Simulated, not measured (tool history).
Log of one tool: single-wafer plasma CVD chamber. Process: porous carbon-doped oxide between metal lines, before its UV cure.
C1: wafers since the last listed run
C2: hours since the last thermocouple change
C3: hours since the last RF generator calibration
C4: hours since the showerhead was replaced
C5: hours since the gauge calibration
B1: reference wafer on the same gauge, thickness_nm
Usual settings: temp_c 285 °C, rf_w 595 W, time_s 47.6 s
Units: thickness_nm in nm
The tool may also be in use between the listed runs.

Run 1, hour 0.0: usual settings; C1 0; C2 503.2; C3 1142.7; C4 6808.5; C5 179.9; B1 284.516. Result: thickness_nm 278.404 nm.
Run 2, hour 59.8: usual settings; C1 798; C2 563.0; C3 1202.5; C4 6868.3; C5 239.7; B1 284.056. Result: thickness_nm 276.677 nm.
Run 3, hour 105.7: usual settings; C1 613; C2 608.9; C3 1248.4; C4 6914.2; C5 285.6; B1 283.860. Result: thickness_nm 280.335 nm.
Run 4, hour 142.1: usual settings; C1 486; C2 645.3; C3 1284.8; C4 6950.6; C5 322.0; B1 284.227. Result: thickness_nm 279.262 nm.
Run 5, hour 209.4: usual settings but temp_c 291 °C, rf_w 550 W; C1 898; C2 712.6; C3 1352.1; C4 7017.9; C5 389.3; B1 284.193. Result: thickness_nm 257.942 nm.
Run 6, hour 272.9: usual settings but temp_c 291 °C, rf_w 550 W; C1 848; C2 776.1; C3 1415.6; C4 7081.4; C5 452.8; B1 284.416. Result: thickness_nm 260.421 nm.
Run 7, hour 328.3: usual settings but temp_c 291 °C, rf_w 550 W; C1 740; C2 831.5; C3 1471.0; C4 7136.8; C5 508.2; B1 283.076. Result: thickness_nm 262.628 nm.
At hour 343.7: showerhead replaced.
At hour 434.0: RF generator calibrated.
Run 8, hour 460.4: usual settings but temp_c 290 °C; C1 1550; C2 963.6; C3 26.4; C4 116.7; C5 640.3; B1 284.352. Result: thickness_nm 275.863 nm.
Run 9, hour 548.4: usual settings but temp_c 290 °C; C1 1175; C2 1051.6; C3 114.4; C4 204.7; C5 728.3; B1 283.552. Result: thickness_nm 275.050 nm.
At hour 585.2: thermocouple changed; heater temperature recalibrated.
Run 10, hour 614.9: usual settings but temp_c 272 °C; C1 781; C2 29.7; C3 180.9; C4 271.2; C5 794.8; B1 283.862. Result: thickness_nm 295.007 nm.
Run 11, hour 677.8: usual settings but temp_c 291 °C, rf_w 550 W; C1 840; C2 92.6; C3 243.8; C4 334.1; C5 857.7; B1 284.296. Result: thickness_nm 256.149 nm.
Run 12, hour 745.3: usual settings but temp_c 274 °C, rf_w 655 W, time_s 45.1 s; C1 901; C2 160.1; C3 311.3; C4 401.6; C5 925.2; B1 283.768. Result: thickness_nm 293.451 nm.
At hour 746.5: gauge calibrated.
Run 13, hour 810.3: usual settings but temp_c 298 °C, rf_w 690 W; C1 868; C2 225.1; C3 376.3; C4 466.6; C5 63.8; B1 284.148. Result: thickness_nm 279.300 nm.
Run 14, hour 846.3: usual settings but temp_c 272 °C; C1 480; C2 261.1; C3 412.3; C4 502.6; C5 99.8; B1 283.493. Result: thickness_nm 294.430 nm.
Run 15, hour 891.3: usual settings but temp_c 297 °C, rf_w 675 W, time_s 55.6 s; C1 601; C2 306.1; C3 457.3; C4 547.6; C5 144.8; B1 284.476. Result: thickness_nm 323.868 nm.
Run 16, hour 945.1: usual settings but temp_c 279 °C, rf_w 560 W; C1 718; C2 359.9; C3 511.1; C4 601.4; C5 198.6; B1 284.156. Result: thickness_nm 275.601 nm.
Run 17, hour 974.1: usual settings but temp_c 293 °C, time_s 50.4 s; C1 387; C2 388.9; C3 540.1; C4 630.4; C5 227.6; B1 284.059. Result: thickness_nm 282.774 nm.
Run 18, hour 1015.5: usual settings but rf_w 545 W; C1 552; C2 430.3; C3 581.5; C4 671.8; C5 269.0; B1 283.807. Result: thickness_nm 260.958 nm.
Run 19, hour 1046.6: usual settings; C1 415; C2 461.4; C3 612.6; C4 702.9; C5 300.1; B1 283.889. Result: thickness_nm 280.580 nm.

Forecast each of these 4 alternatives for the next run:
Run A, hour 1047.0: usual settings but time_s 55.1 s; C1 5; C2 461.8; C3 613.0; C4 703.3; C5 300.5; B1 ?. Result: thickness_nm ?.
Run B, hour 1047.0: usual settings but time_s 53.2 s; C1 5; C2 461.8; C3 613.0; C4 703.3; C5 300.5; B1 ?. Result: thickness_nm ?.
Run C, hour 1047.0: usual settings but temp_c 277 °C, rf_w 670 W; C1 5; C2 461.8; C3 613.0; C4 703.3; C5 300.5; B1 ?. Result: thickness_nm ?.
Run D, hour 1047.0: usual settings but rf_w 650 W; C1 5; C2 461.8; C3 613.0; C4 703.3; C5 300.5; B1 ?. Result: thickness_nm ?.

run       B1  thickness_nm
  A  284.324       319.554
  B  284.324       308.743
  C  284.324       309.396
  D  284.324       290.957
Without the tool's hidden state the same runs would have given:
run  thickness_nm
  A       319.045
  B       308.251
  C       308.886
  D       290.494
